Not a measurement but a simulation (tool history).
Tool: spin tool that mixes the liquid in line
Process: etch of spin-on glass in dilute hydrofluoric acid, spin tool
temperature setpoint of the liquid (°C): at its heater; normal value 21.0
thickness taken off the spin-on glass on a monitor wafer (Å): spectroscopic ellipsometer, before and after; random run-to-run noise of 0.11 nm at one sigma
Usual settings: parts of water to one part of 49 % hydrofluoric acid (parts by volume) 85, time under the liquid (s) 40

| run | hour | temperature setpoint of the liquid (°C) | parts of water to one part of 49 % hydrofluoric acid (parts by volume) | time under the liquid (s) | wafers since the last listed run | hours since the thermometer was replaced | hours since the hydrofluoric acid flow meter was replaced | hours since the gauge calibration | read-back film thickness of the spin-on glass reference wafer, read on the same gauge (nm) | thickness taken off the spin-on glass on a monitor wafer (Å) |
|---|---|---|---|---|---|---|---|---|---|---|
| 1 | 0.0 | 21.0 | 85 | 40 | 0 | 1044.1 | 646.6 | 5.2 | 130.01 | 233.9 |
| 2 | 12.6 | 17.5 | 85 | 40 | 201 | 1056.7 | 659.2 | 17.8 | 129.99 | 202.8 |
| 3 | 25.9 | 17.5 | 85 | 40 | 213 | 1070.0 | 672.5 | 31.1 | 130.00 | 201.7 |
| 4 | 32.4 | 17.5 | 85 | 40 | 104 | 1076.5 | 679.0 | 37.6 | 130.00 | 201.4 |
| 5 | 40.8 | 21.0 | 85 | 40 | 134 | 1084.9 | 687.4 | 46.0 | 130.01 | 233.2 |
| 6 | 51.8 | 21.0 | 85 | 40 | 176 | 1095.9 | 698.4 | 57.0 | 129.99 | 231.8 |
| 7 | 68.6 | 21.0 | 85 | 40 | 269 | 1112.7 | 715.2 | 73.8 | 130.02 | 236.0 |
|  | 82.8 | thermometer replaced |
| 8 | 84.0 | 21.0 | 85 | 40 | 230 | 1.2 | 730.6 | 89.2 | 130.02 | 236.3 |
| 9 | 93.9 | 18.0 | 125 | 40 | 158 | 11.1 | 740.5 | 99.1 | 129.99 | 135.3 |
| 10 | 101.7 | 21.0 | 85 | 65 | 125 | 18.9 | 748.3 | 106.9 | 130.00 | 386.9 |
| 11 | 113.9 | 21.0 | 85 | 40 | 195 | 31.1 | 760.5 | 119.1 | 130.01 | 239.6 |
| 12 | 125.7 | 21.0 | 60 | 40 | 189 | 42.9 | 772.3 | 130.9 | 130.03 | 345.0 |
|  | 138.7 | gauge calibrated |
| 13 | 142.5 | 21.0 | 85 | 40 | 269 | 59.7 | 789.1 | 3.8 | 129.98 | 239.0 |
|  | 150.2 | hydrofluoric acid flow meter replaced |
| 14 | 158.3 | 17.5 | 115 | 30 | 237 | 75.5 | 8.1 | 19.6 | 130.01 | 97.9 |
| 15 | 176.1 | 22.5 | 115 | 55 | 285 | 93.3 | 25.9 | 37.4 | 130.00 | 218.8 |
| 16 | 188.8 | 21.0 | 55 | 20 | 203 | 106.0 | 38.6 | 50.1 | 129.99 | 169.1 |
| 17 | 197.4 | 22.5 | 115 | 55 | 137 | 114.6 | 47.2 | 58.7 | 130.04 | 220.4 |

3 options for the next run, each taken on its own from the tool as it stands now. Forecast them:
| A | 197.8 | 21.0 | 85 | 40 | 6 | 115.0 | 47.6 | 59.1 | ? | ? |
| B | 197.8 | 21.0 | 95 | 40 | 6 | 115.0 | 47.6 | 59.1 | ? | ? |
| C | 197.8 | 17.5 | 60 | 50 | 6 | 115.0 | 47.6 | 59.1 | ? | ? |

| run | read-back film thickness of the spin-on glass reference wafer, read on the same gauge (nm) | thickness taken off the spin-on glass on a monitor wafer (Å) |
|---|---|---|
| A | 130.00 | 213.6 |
| B | 130.00 | 188.9 |
| C | 130.00 | 335.7 |
The same runs, with their run-to-run variation unchanged, on a tool lacking any hidden condition would have given:
| run | thickness taken off the spin-on glass on a monitor wafer (Å) |
|---|---|
| A | 209.4 |
| B | 185.2 |
| C | 329.3 |
